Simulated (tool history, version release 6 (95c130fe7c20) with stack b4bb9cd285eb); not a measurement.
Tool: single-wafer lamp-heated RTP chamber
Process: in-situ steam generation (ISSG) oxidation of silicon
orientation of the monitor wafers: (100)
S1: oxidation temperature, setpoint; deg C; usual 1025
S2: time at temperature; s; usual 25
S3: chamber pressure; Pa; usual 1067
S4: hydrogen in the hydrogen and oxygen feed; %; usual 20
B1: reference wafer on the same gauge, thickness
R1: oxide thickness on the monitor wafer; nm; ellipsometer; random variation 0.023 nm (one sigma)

Run 1, day 0: usual settings; B1 5.868. Result: R1 6.726 nm.
Run 2, day 0.312: usual settings; B1 5.873. Result: R1 6.682 nm.
Run 3, day 0.733: usual settings; B1 5.873. Result: R1 6.687 nm.
Run 4, day 1.058: usual settings but S3 1000 Pa; B1 5.867. Result: R1 6.739 nm.
Run 5, day 1.483: usual settings; B1 5.872. Result: R1 6.7 nm.
Run 6, day 1.812: usual settings but S2 22 s; B1 5.868. Result: R1 6.286 nm.
Run 7, day 2.483: usual settings but S2 22 s; B1 5.875. Result: R1 6.314 nm.
At day 3.858: gauge calibrated.
Run 8, day 4.733: usual settings but S2 22 s; B1 5.874. Result: R1 6.367 nm.
Run 9, day 5.075: usual settings but S3 1120 Pa; B1 5.869. Result: R1 6.808 nm.
At day 5.646: pyrometer window cleaned and pyrometer calibrated.
Run 10, day 5.667: usual settings but S3 1120 Pa; B1 5.872. Result: R1 6.377 nm.
Run 11, day 5.896: usual settings; B1 5.87. Result: R1 6.426 nm.
Run 12, day 6.25: usual settings; B1 5.875. Result: R1 6.402 nm.
At day 6.621: hydrogen flow controller replaced.
Run 13, day 6.858: usual settings but S1 1013 deg C; B1 5.87. Result: R1 6.046 nm.
Run 14, day 7.404: usual settings; B1 5.872. Result: R1 6.402 nm.
At day 8.238: pressure gauge zeroed.
Run 15, day 8.258: usual settings; B1 5.873. Result: R1 6.433 nm.
Run 16, day 8.375: usual settings; B1 5.868. Result: R1 6.438 nm.
Run 17, day 9.021: usual settings; B1 5.87. Result: R1 6.438 nm.
At day 9.262: gauge calibrated.
Run 18, day 9.504: usual settings but S1 1016 deg C, S2 22 s, S3 1213 Pa, S4 28 %; B1 5.873. Result: R1 6.203 nm.
Run 19, day 9.771: usual settings but S2 21 s, S3 1147 Pa; B1 5.874. Result: R1 5.924 nm.
Run 20, day 10.238: usual settings but S3 1240 Pa, S4 14 %; B1 5.874. Result: R1 5.94 nm.
Run 21, day 10.521: usual settings; B1 5.873. Result: R1 6.465 nm.
Run 22, day 10.917: usual settings but S2 34 s, S4 23 %; B1 5.867. Result: R1 7.889 nm.
Run 23, day 11.221: usual settings but S3 1213 Pa; B1 5.869. Result: R1 6.416 nm.
Run 24, day 11.962: usual settings but S2 15 s; B1 5.873. Result: R1 5.019 nm.

4 ways to go on from here, each from the tool as it stands after run 24. What would each give?
Run A, day 11.979: usual settings but S1 1036 deg C; B1 ?. Result: R1 ?.
Run B, day 11.979: usual settings but S2 15 s, S3 1240 Pa, S4 28 %; B1 ?. Result: R1 ?.
Run C, day 11.979: usual settings but S2 18 s, S3 1133 Pa; B1 ?. Result: R1 ?.
Run D, day 11.979: usual settings but S2 17 s, S4 14 %; B1 ?. Result: R1 ?.

run     B1     R1
  A  5.868  6.886
  B  5.868  5.407
  C  5.868  5.502
  D  5.868   4.94
Without the tool's hidden state the same runs would have given:
run     R1
  A  6.779
  B  5.337
  C  5.427
  D  4.874
